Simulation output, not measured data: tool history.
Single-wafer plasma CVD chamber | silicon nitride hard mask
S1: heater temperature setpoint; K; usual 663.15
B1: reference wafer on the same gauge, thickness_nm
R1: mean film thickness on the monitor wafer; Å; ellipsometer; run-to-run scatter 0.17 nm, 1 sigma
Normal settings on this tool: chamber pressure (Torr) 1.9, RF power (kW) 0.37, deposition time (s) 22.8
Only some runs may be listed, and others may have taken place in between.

Run 1, hour 0: usual settings but S1 658.15 K; B1 36.08. Result: R1 293.19 Å.
Run 2, hour 39.6: usual settings but S1 658.15 K; B1 36.097. Result: R1 295.71 Å.
Run 3, hour 78.6: usual settings; B1 36.1. Result: R1 289 Å.
Run 4, hour 164.1: usual settings; B1 36.099. Result: R1 292.98 Å.
Run 5, hour 260.7: usual settings; B1 36.156. Result: R1 291.67 Å.
Run 6, hour 303.2: usual settings; B1 36.102. Result: R1 290.93 Å.
Run 7, hour 390.1: usual settings; B1 36.116. Result: R1 288.72 Å.
Run 8, hour 479.7: usual settings but S1 676.15 K; B1 36.088. Result: R1 289.57 Å.
Run 9, hour 558.1: usual settings but S1 653.15 K, chamber pressure (Torr) 1.7, RF power (kW) 0.405, deposition time (s) 21.4; B1 36.147. Result: R1 284.11 Å.
Run 10, hour 611.4: usual settings but chamber pressure (Torr) 1.59, deposition time (s) 24.1; B1 36.147. Result: R1 293.62 Å.
Run 11, hour 701: usual settings but chamber pressure (Torr) 2.12, RF power (kW) 0.305, deposition time (s) 25.9; B1 36.086. Result: R1 292.27 Å.
At hour 712.4: thermocouple changed; heater temperature recalibrated.
At hour 720.8: RF generator calibrated.
Run 12, hour 792.8: usual settings but S1 676.15 K, deposition time (s) 27; B1 36.104. Result: R1 356.72 Å.
Run 13, hour 866.9: usual settings; B1 36.11. Result: R1 299.81 Å.
Run 14, hour 954.4: usual settings but S1 649.15 K, deposition time (s) 20.4; B1 36.079. Result: R1 265.82 Å.
At hour 1005.8: showerhead replaced.
At hour 1010.4: capacitance manometer re-zeroed and calibrated.
At hour 1033.5: gauge calibrated.
Run 15, hour 1055.4: usual settings but chamber pressure (Torr) 1.59, deposition time (s) 24.1; B1 36.058. Result: R1 301.25 Å.
Run 16, hour 1113.2: usual settings but S1 668.15 K, chamber pressure (Torr) 2.1, RF power (kW) 0.44; B1 36.115. Result: R1 330.57 Å.
Run 17, hour 1194.8: usual settings but RF power (kW) 0.405; B1 36.095. Result: R1 306.26 Å.
Run 18, hour 1246.4: usual settings; B1 36.091. Result: R1 291.64 Å.
Run 19, hour 1328.5: usual settings; B1 36.129. Result: R1 291.32 Å.
Run 20, hour 1387: usual settings but chamber pressure (Torr) 1.67, RF power (kW) 0.335; B1 36.08. Result: R1 262.76 Å.
Run 21, hour 1436.1: usual settings; B1 36.156. Result: R1 290.17 Å.
Run 22, hour 1532.7: usual settings but S1 678.15 K, chamber pressure (Torr) 2.1, RF power (kW) 0.395, deposition time (s) 20.5; B1 36.073. Result: R1 273.44 Å.
Run 23, hour 1578.2: usual settings but S1 652.15 K, chamber pressure (Torr) 1.68, deposition time (s) 24.5; B1 36.103. Result: R1 304.63 Å.
Run 24, hour 1620: usual settings but chamber pressure (Torr) 2.23; B1 36.088. Result: R1 297.65 Å.
Run 25, hour 1681.7: usual settings but RF power (kW) 0.425; B1 36.096. Result: R1 312.67 Å.
Run 26, hour 1741.3: usual settings but RF power (kW) 0.33, deposition time (s) 26.1; B1 36.078. Result: R1 307.9 Å.
Run 27, hour 1794.7: usual settings but S1 678.15 K, deposition time (s) 18.5; B1 36.096. Result: R1 231.94 Å.
Run 28, hour 1873.6: usual settings but S1 672.15 K, chamber pressure (Torr) 2.14, deposition time (s) 19.5; B1 36.112. Result: R1 250.33 Å.

Predict each of these 5 candidate next runs independently; none follows another, all start after run 28:
Run A, hour 1874: usual settings but S1 675.15 K; B1 ?. Result: R1 ?.
Run B, hour 1874: usual settings but chamber pressure (Torr) 1.6, deposition time (s) 20; B1 ?. Result: R1 ?.
Run C, hour 1874: usual settings but RF power (kW) 0.435; B1 ?. Result: R1 ?.
Run D, hour 1874: usual settings but chamber pressure (Torr) 2.12, deposition time (s) 26.1; B1 ?. Result: R1 ?.
Run E, hour 1874: usual settings but S1 655.15 K, chamber pressure (Torr) 2.28; B1 ?. Result: R1 ?.

run      B1      R1
  A  36.108  286.25
  B  36.108  243.86
  C  36.108  317.41
  D  36.108  336.25
  E  36.108  298.94
Stripped of hidden state, with their random variation kept, the same runs would have yielded:
run      R1
  A  303.17
  B  258.28
  C  334.78
  D  356.13
  E  316.62
